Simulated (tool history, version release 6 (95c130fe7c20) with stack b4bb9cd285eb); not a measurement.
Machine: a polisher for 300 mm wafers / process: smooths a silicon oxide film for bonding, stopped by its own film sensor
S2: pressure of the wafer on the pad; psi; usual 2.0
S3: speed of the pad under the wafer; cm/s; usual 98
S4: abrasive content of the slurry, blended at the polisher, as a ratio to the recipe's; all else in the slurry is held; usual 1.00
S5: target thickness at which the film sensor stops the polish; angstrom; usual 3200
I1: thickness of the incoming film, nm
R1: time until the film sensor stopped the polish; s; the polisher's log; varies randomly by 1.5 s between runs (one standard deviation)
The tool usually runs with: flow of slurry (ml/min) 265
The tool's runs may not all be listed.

Run 1, hour 0.0: usual settings; I1 382.3. Result: R1 113.3 s.
Run 2, hour 15.0: usual settings; I1 376.4. Result: R1 107.8 s.
Run 3, hour 29.8: usual settings; I1 383.0. Result: R1 121.7 s.
Run 4, hour 38.5: usual settings but S2 1.7 psi; I1 378.5. Result: R1 132.9 s.
Run 5, hour 55.3: usual settings but S2 1.7 psi; I1 386.9. Result: R1 154.8 s.
Run 6, hour 63.0: usual settings but S3 122 cm/s; I1 375.2. Result: R1 92.2 s.
Run 7, hour 76.4: usual settings but S3 122 cm/s; I1 378.4. Result: R1 98.1 s.
At hour 80.9: worn pad replaced by a new one.
Run 8, hour 83.9: usual settings but S3 122 cm/s; I1 388.0. Result: R1 101.2 s.
Run 9, hour 99.5: usual settings; I1 376.0. Result: R1 102.8 s.
Run 10, hour 111.2: usual settings but flow of slurry (ml/min) 320, S2 1.5 psi, S5 3390 angstrom; I1 386.5. Result: R1 121.6 s.
At hour 115.6: head pressure recalibrated.
Run 11, hour 127.9: usual settings but flow of slurry (ml/min) 320, S2 1.5 psi, S5 3390 angstrom; I1 385.2. Result: R1 119.5 s.
Run 12, hour 145.6: usual settings but S2 1.3 psi, S3 82 cm/s; I1 371.4. Result: R1 180.0 s.
At hour 185.2: slurry nozzle cleaned.
Run 13, hour 197.8: usual settings; I1 384.2. Result: R1 135.8 s.
At hour 214.4: slurry blender recalibrated.
At hour 215.8: worn pad replaced by a new one.
Run 14, hour 216.3: usual settings but flow of slurry (ml/min) 310, S3 122 cm/s; I1 375.1. Result: R1 72.8 s.
Run 15, hour 228.1: usual settings but flow of slurry (ml/min) 310, S2 1.6 psi, S4 1.15; I1 385.2. Result: R1 126.8 s.
Run 16, hour 236.2: usual settings but flow of slurry (ml/min) 335, S3 128 cm/s, S5 3340 angstrom; I1 380.5. Result: R1 63.3 s.
Run 17, hour 252.2: usual settings but S2 2.4 psi, S3 90 cm/s, S4 0.90, S5 3320 angstrom; I1 379.8. Result: R1 81.2 s.
Run 18, hour 263.9: usual settings; I1 380.7. Result: R1 111.6 s.
Run 19, hour 274.3: usual settings but flow of slurry (ml/min) 190, S2 1.3 psi, S4 0.75, S5 3070 angstrom; I1 381.0. Result: R1 254.1 s.

4 options for the next run, each taken on its own from the tool as it stands now. Forecast them:
Run A, hour 274.8: usual settings; I1 380.3. Result: R1 ?.
Run B, hour 274.8: usual settings but S2 2.7 psi, S5 3320 angstrom; I1 380.3. Result: R1 ?.
Run C, hour 274.8: usual settings but flow of slurry (ml/min) 200, S3 124 cm/s; I1 380.3. Result: R1 ?.
Run D, hour 274.8: usual settings but flow of slurry (ml/min) 180, S2 2.4 psi, S3 124 cm/s; I1 380.3. Result: R1 ?.

run     R1
  A  113.4
  B   67.3
  C   96.3
  D   81.1
Without the tool's hidden state the same runs would have given:
run    R1
  A  96.7
  B  57.4
  C  82.2
  D  69.2
